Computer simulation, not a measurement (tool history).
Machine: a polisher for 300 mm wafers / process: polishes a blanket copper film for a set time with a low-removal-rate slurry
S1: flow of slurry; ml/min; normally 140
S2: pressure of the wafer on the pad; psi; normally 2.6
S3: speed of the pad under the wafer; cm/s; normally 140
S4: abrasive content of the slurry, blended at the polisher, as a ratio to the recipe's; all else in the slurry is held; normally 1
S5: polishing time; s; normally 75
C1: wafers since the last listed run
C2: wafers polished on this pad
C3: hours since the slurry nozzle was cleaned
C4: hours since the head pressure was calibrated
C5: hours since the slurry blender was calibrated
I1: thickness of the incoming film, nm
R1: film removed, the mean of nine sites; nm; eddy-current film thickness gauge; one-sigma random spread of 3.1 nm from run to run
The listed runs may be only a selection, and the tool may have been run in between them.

Run 1, day 0: usual settings but S2 2.3 psi; C1 0; C2 1796; C3 225.4; C4 980; C5 13; I1 1464.9. Result: R1 217.3 nm.
At day 1.396: worn pad replaced by a new one.
Run 2, day 1.621: usual settings but S2 2.3 psi; C1 317; C2 49; C3 264.3; C4 1018.9; C5 51.9; I1 1490.6. Result: R1 223.7 nm.
Run 3, day 3.733: usual settings; C1 461; C2 510; C3 315; C4 1069.6; C5 102.6; I1 1487.7. Result: R1 234.3 nm.
At day 5.567: slurry nozzle cleaned.
Run 4, day 5.617: usual settings; C1 401; C2 912; C3 1.2; C4 1114.8; C5 147.8; I1 1491.5. Result: R1 252.2 nm.
Run 5, day 6.988: usual settings; C1 299; C2 1211; C3 34.1; C4 1147.7; C5 180.7; I1 1468.7. Result: R1 241.3 nm.
At day 9.004: worn pad replaced by a new one.
Run 6, day 9.025: usual settings but S4 0.8; C1 408; C2 4; C3 83; C4 1196.6; C5 229.6; I1 1466.3. Result: R1 226.8 nm.
Run 7, day 11.662: usual settings but S4 0.8; C1 575; C2 579; C3 146.3; C4 1259.9; C5 292.9; I1 1485.1. Result: R1 221.8 nm.
At day 12.938: slurry blender recalibrated.
Run 8, day 13.579: usual settings but S4 0.8; C1 400; C2 979; C3 192.3; C4 1305.9; C5 15.4; I1 1471.7. Result: R1 218.2 nm.
Run 9, day 14.875: usual settings but S5 69 s; C1 282; C2 1262; C3 223.4; C4 1337; C5 46.5; I1 1491.1. Result: R1 216.4 nm.
Run 10, day 16.883: usual settings but S2 1.9 psi; C1 438; C2 1701; C3 271.6; C4 1385.2; C5 94.7; I1 1496.6. Result: R1 187.6 nm.
At day 18.188: worn pad replaced by a new one.
Run 11, day 19.425: usual settings but S2 1.9 psi; C1 518; C2 270; C3 332.6; C4 1446.2; C5 155.7; I1 1500.2. Result: R1 179.8 nm.
Run 12, day 20.629: usual settings; C1 262; C2 533; C3 361.5; C4 1475.1; C5 184.6; I1 1459.5. Result: R1 221.9 nm.
Run 13, day 22.712: usual settings but S2 2.1 psi; C1 454; C2 987; C3 411.5; C4 1525.1; C5 234.6; I1 1482.7. Result: R1 184.3 nm.
At day 23.754: slurry nozzle cleaned.
Run 14, day 23.783: usual settings but S4 1.15, S5 90 s; C1 224; C2 1212; C3 0.7; C4 1550.8; C5 260.3; I1 1459.6. Result: R1 294.3 nm.
At day 25.596: worn pad replaced by a new one.
Run 15, day 26.646: usual settings; C1 588; C2 228; C3 69.4; C4 1619.5; C5 329; I1 1478.9. Result: R1 231 nm.
At day 26.992: slurry blender recalibrated.
Run 16, day 28.967: usual settings but S1 190 ml/min, S2 3.2 psi, S3 156 cm/s, S4 0.85; C1 488; C2 717; C3 125.1; C4 1675.2; C5 47.4; I1 1475.9. Result: R1 292.6 nm.
At day 29.412: head pressure recalibrated.
Run 17, day 31.592: usual settings but S1 160 ml/min, S2 1.7 psi; C1 554; C2 1271; C3 188.1; C4 52.3; C5 110.4; I1 1460.8. Result: R1 200.6 nm.
Run 18, day 33.3: usual settings; C1 372; C2 1644; C3 229.1; C4 93.3; C5 151.4; I1 1493.8. Result: R1 254 nm.
Run 19, day 34.617: usual settings; C1 287; C2 1931; C3 260.7; C4 124.9; C5 183; I1 1504.7. Result: R1 250 nm.
At day 35.358: worn pad replaced by a new one.
Run 20, day 37.483: usual settings but S2 2 psi, S3 118 cm/s; C1 589; C2 463; C3 329.5; C4 193.7; C5 251.8; I1 1452.7. Result: R1 171.6 nm.

What does the tool deliver on the next run?
At day 37.558: slurry nozzle cleaned.
Run 21, day 38.496: usual settings but S1 165 ml/min, S2 3.1 psi, S3 112 cm/s, S5 82 s; C1 211; C2 675; C3 22.5; C4 218; C5 276.1; I1 1481. Result: R1 ?.

Run 21 gave R1 260.8 nm.
On a tool with no hidden condition, and with the same random variation, this run would have come out at R1 259.7 nm.
